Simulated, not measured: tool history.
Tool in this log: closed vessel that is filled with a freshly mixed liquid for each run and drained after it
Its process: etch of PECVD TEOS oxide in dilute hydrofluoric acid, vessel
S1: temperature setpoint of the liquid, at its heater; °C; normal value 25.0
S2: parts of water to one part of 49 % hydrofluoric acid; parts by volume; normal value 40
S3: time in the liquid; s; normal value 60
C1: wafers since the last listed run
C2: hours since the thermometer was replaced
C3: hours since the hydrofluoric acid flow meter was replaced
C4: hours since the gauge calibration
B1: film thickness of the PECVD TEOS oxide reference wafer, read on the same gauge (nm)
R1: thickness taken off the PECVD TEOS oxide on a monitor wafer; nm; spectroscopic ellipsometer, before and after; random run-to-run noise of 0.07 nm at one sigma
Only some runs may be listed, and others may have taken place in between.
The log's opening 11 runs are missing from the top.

run	hour	S1	S2	S3	C1	C2	C3	C4	B1	R1
12	495.6	26.5	40	60	3312	119.0	1205.4	1713.9	99.99	20.40
13	520.8	26.5	40	60	2331	144.2	1230.6	1739.1	99.94	20.51
14	580.2	30.0	25	80	5495	203.6	1290.0	1798.5	100.02	51.63
15	637.7	25.0	50	85	5319	261.1	1347.5	1856.0	100.00	21.50
# hour 652.3: hydrofluoric acid flow meter replaced
16	685.1	25.0	30	50	4293	308.5	32.8	1903.4	99.97	21.28
17	740.9	23.5	30	30	5162	364.3	88.6	1959.2	99.98	11.91
# hour 757.5: gauge calibrated
18	796.2	25.0	30	45	5116	419.6	143.9	38.7	100.00	18.90
19	849.0	25.0	40	60	4885	472.4	196.7	91.5	99.97	18.77
20	884.2	25.0	45	30	3256	507.6	231.9	126.7	99.97	8.24
21	942.6	26.5	40	75	5403	566.0	290.3	185.1	100.01	24.82
22	1008.7	21.5	40	60	6115	632.1	356.4	251.2	99.98	16.10
23	1062.7	23.5	40	90	4996	686.1	410.4	305.2	100.02	26.41
24	1129.7	25.0	40	60	6198	753.1	477.4	372.2	99.97	18.71
25	1176.7	25.0	40	60	4348	800.1	524.4	419.2	100.00	18.77
26	1240.4	20.0	55	95	5893	863.8	588.1	482.9	100.00	17.19
27	1277.5	25.0	30	50	3432	900.9	625.2	520.0	99.97	21.14

The next listed run, before its measurement:
28	1304.6	29.0	30	80	2507	928.0	652.3	547.1	?	?

{"run 28": {"B1": 99.98, "R1": 39.68}}
Minus the tool's unlogged condition, the same run would have read R1 39.75 nm.
